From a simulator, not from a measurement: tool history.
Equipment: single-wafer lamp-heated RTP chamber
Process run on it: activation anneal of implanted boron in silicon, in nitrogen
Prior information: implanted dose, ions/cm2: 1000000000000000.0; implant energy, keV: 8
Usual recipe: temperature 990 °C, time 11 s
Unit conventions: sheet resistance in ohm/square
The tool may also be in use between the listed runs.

run,hour,temperature,time,wafers since the last listed run,wafers since the last pyrometer calibration,wafers since the reflector plate was cleaned,hours since the gauge calibration,"read-back reference wafer on the same gauge, sheet resistance",sheet resistance
1,0,990,11,0,4242,8366,1102.2,177.19,161.8
2,39.8,990,11,564,4807,8931,1142,177.45,162.01
# hour 68.5: reflector plate cleaned
3,106.3,990,11,830,5637,535,1208.5,177.32,161.13
4,147.3,990,11,581,6219,1117,1249.5,177.26,162.77
5,221.1,990,11,1047,7266,2165,1323.3,177.74,161.89
6,317.1,990,11,1362,8629,3527,1419.3,177.25,162.24
7,359.4,990,11,600,9229,4127,1461.6,177.44,162.82
8,432.7,990,11,1040,10269,5167,1534.9,177.92,163
# hour 457.7: pyrometer window cleaned and pyrometer calibrated
9,510.5,990,11,990,749,6158,1612.7,177.78,161.44
10,575.2,990,11,918,1668,7076,1677.4,177.87,163.12
11,644.1,990,6,977,2645,8054,1746.3,178.06,170.85
# hour 735.9: reflector plate cleaned
12,749.7,1003,11,1385,4030,196,1851.9,178.24,154.26
13,809.4,963,17,847,4878,1043,1911.6,178.14,183.83
14,866.3,1002,13,807,5685,1850,1968.5,178.45,154.26
15,929.8,977,11,901,6586,2752,2032,178.08,173.27
16,968.4,1013,5,547,7134,3299,2070.6,178.4,157.6
17,1054.8,990,11,1226,8360,4525,2157,178.52,162.19
18,1110.3,976,11,787,9148,5313,2212.5,178.12,174.48
# hour 1143.3: pyrometer window cleaned and pyrometer calibrated
19,1183,967,7,918,563,6231,2285.2,178.65,196.13
20,1238.2,1016,11,783,1346,7015,2340.4,178.2,149.22
21,1317,961,17,1118,2464,8133,2419.2,178.77,188.71
# hour 1361.5: gauge calibrated
# hour 1498.3: reflector plate cleaned
22,1533.9,990,11,2964,5429,504,172.4,173.91,158.1
23,1618.7,990,11,1203,6632,1708,257.2,174.29,159.17
24,1703.1,1014,15,1197,7830,2905,341.6,174.33,144.84
# hour 1835.3: pyrometer window cleaned and pyrometer calibrated
25,1919.7,1017,17,2960,1198,5866,558.2,175.14,144.32
26,1979.9,1020,9,854,2052,6720,618.4,176.06,147.72
27,2080.5,1000,14,1427,3480,8148,719,175.69,152.78
28,2133.7,990,11,754,4235,8903,772.2,176.11,160.8
# hour 2176.1: reflector plate cleaned
29,2205,990,11,898,5133,409,843.5,176.63,160.15
30,2276.6,990,7,1016,6149,1426,915.1,176.25,166.03
31,2320.6,1000,6,624,6773,2050,959.1,176.19,160.72
32,2427.5,990,13,1517,8290,3567,1066,176.35,159.72
33,2484.3,990,9,806,9096,4373,1122.8,176.91,165.02
# hour 2514.1: pyrometer window cleaned and pyrometer calibrated
34,2578.7,1008,9,1226,916,5599,1217.2,176.77,152.08
35,2672.4,1006,17,1329,2246,6929,1310.9,176.84,149.38

Same runs, no hidden state in the tool, same run-to-run variation:
Hidden state present: true wafer temperature minus pyrometer reading, K; wafer temperature error from the tarnished reflector plate, K; gauge reads high (%).
run,sheet resistance
1,157.97
2,158.11
3,157.14
4,158.68
5,157.71
6,157.93
7,158.45
8,158.54
9,156.95
10,158.52
11,165.96
12,149.77
13,178.43
14,149.69
15,168.1
16,152.87
17,157.28
18,169.16
19,190.11
20,144.61
21,182.85
22,157.51
23,158.19
24,143.61
25,142.4
26,145.58
27,150.3
28,158.05
29,157.25
30,162.85
31,157.55
32,156.37
33,161.46
34,148.65
35,145.89

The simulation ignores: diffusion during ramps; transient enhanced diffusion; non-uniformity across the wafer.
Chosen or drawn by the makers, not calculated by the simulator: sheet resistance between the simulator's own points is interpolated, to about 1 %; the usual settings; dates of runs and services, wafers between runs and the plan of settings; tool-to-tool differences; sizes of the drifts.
